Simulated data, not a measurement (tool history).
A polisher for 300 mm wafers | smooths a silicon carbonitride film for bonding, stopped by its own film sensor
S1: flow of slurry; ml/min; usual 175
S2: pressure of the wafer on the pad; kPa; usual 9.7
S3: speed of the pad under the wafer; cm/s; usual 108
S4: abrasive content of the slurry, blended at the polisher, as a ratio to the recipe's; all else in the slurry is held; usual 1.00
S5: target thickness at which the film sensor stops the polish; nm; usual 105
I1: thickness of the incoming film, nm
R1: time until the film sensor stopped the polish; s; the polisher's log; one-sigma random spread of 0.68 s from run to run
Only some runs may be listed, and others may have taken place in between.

| run | hour | S1 | S2 | S3 | S4 | S5 | I1 | R1 |
|---|---|---|---|---|---|---|---|---|
| 1 | 0.0 | 175 | 9.7 | 108 | 1.00 | 105 | 118.6 | 65.4 |
|  | 9.6 | slurry blender recalibrated |
| 2 | 16.2 | 175 | 9.7 | 108 | 1.00 | 105 | 121.7 | 82.0 |
| 3 | 30.4 | 175 | 9.7 | 100 | 1.00 | 105 | 119.9 | 76.4 |
| 4 | 39.6 | 175 | 9.7 | 100 | 1.00 | 105 | 121.0 | 82.7 |
| 5 | 49.5 | 175 | 9.7 | 100 | 1.00 | 105 | 119.8 | 76.6 |
| 6 | 58.6 | 175 | 9.7 | 108 | 1.00 | 105 | 118.1 | 66.5 |
| 7 | 66.9 | 175 | 9.7 | 108 | 1.00 | 105 | 121.3 | 83.7 |
| 8 | 75.9 | 190 | 9.7 | 108 | 1.00 | 103 | 121.6 | 92.2 |
|  | 84.5 | worn pad replaced by a new one, of another model than before |
| 9 | 85.0 | 175 | 9.7 | 108 | 1.00 | 105 | 118.7 | 61.0 |
| 10 | 96.4 | 175 | 9.7 | 108 | 1.00 | 103 | 119.4 | 75.0 |
|  | 111.4 | slurry nozzle cleaned |
| 11 | 113.6 | 175 | 9.7 | 108 | 1.00 | 105 | 119.0 | 65.8 |
|  | 116.5 | slurry blender recalibrated |
|  | 116.8 | head pressure recalibrated |
| 12 | 124.9 | 125 | 8.3 | 108 | 0.80 | 105 | 121.1 | 101.8 |
| 13 | 131.8 | 125 | 9.7 | 124 | 1.15 | 109 | 120.1 | 46.3 |
| 14 | 149.7 | 175 | 6.2 | 108 | 1.00 | 100 | 120.2 | 133.6 |
| 15 | 164.9 | 175 | 11.7 | 122 | 1.00 | 105 | 120.4 | 57.2 |

Alternative continuations, all from the tool just after run 15; predict every row:
| A | 165.3 | 175 | 9.7 | 108 | 1.00 | 101 | 118.0 | ? |
| B | 165.3 | 175 | 9.7 | 108 | 1.15 | 105 | 118.0 | ? |
| C | 165.3 | 200 | 7.6 | 108 | 1.00 | 101 | 118.0 | ? |

| run | R1 |
|---|---|
| A | 83.1 |
| B | 59.7 |
| C | 96.7 |
What these runs would have given with no unlogged condition in the tool:
| run | R1 |
|---|---|
| A | 77.7 |
| B | 55.8 |
| C | 90.4 |
